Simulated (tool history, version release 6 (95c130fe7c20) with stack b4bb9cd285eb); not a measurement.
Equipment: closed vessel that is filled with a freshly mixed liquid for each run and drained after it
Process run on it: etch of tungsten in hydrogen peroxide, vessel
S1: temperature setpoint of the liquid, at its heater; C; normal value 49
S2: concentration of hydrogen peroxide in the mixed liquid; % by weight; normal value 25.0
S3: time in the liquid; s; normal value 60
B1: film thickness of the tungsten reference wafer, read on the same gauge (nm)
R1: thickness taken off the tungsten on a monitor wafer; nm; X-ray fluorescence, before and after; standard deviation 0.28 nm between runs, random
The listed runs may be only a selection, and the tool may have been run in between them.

{"run": 1, "hour": 0.0, "S1": 49, "S2": 25.0, "S3": 60, "B1": 79.99, "R1": 47.33}
{"run": 2, "hour": 31.5, "S1": 49, "S2": 25.0, "S3": 60, "B1": 80.0, "R1": 47.1}
{"run": 3, "hour": 56.8, "S1": 49, "S2": 25.0, "S3": 60, "B1": 79.99, "R1": 46.85}
{"run": 4, "hour": 83.7, "S1": 49, "S2": 25.0, "S3": 60, "B1": 79.99, "R1": 47.0}
{"run": 5, "hour": 102.4, "S1": 49, "S2": 25.0, "S3": 60, "B1": 80.01, "R1": 47.04}
{"run": 6, "hour": 127.8, "S1": 49, "S2": 25.0, "S3": 60, "B1": 79.99, "R1": 47.31}
{"run": 7, "hour": 153.3, "S1": 49, "S2": 25.0, "S3": 60, "B1": 80.0, "R1": 46.82}
{"run": 8, "hour": 172.9, "S1": 49, "S2": 25.0, "S3": 60, "B1": 80.0, "R1": 46.59}
{"run": 9, "hour": 208.5, "S1": 49, "S2": 25.0, "S3": 60, "B1": 79.98, "R1": 46.44}
{"run": 10, "hour": 245.7, "S1": 49, "S2": 25.0, "S3": 60, "B1": 80.02, "R1": 46.83}
{"run": 11, "hour": 279.0, "S1": 49, "S2": 25.0, "S3": 60, "B1": 80.03, "R1": 46.79}
{"run": 12, "hour": 302.5, "S1": 49, "S2": 25.0, "S3": 60, "B1": 79.97, "R1": 46.44}
{"run": 13, "hour": 338.4, "S1": 49, "S2": 25.0, "S3": 60, "B1": 80.01, "R1": 46.65}
{"run": 14, "hour": 358.5, "S1": 43, "S2": 28.5, "S3": 85, "B1": 79.97, "R1": 47.6}

Run 15, settings as shown, results not yet in. Your forecast:
{"run": 15, "hour": 385.8, "S1": 52, "S2": 20.0, "S3": 30, "B1": "?", "R1": "?"}

{"run 15": {"B1": 80.02, "R1": 24.95}}
Had the tool carried no hidden state, the very same run would have given R1 29.48 nm.
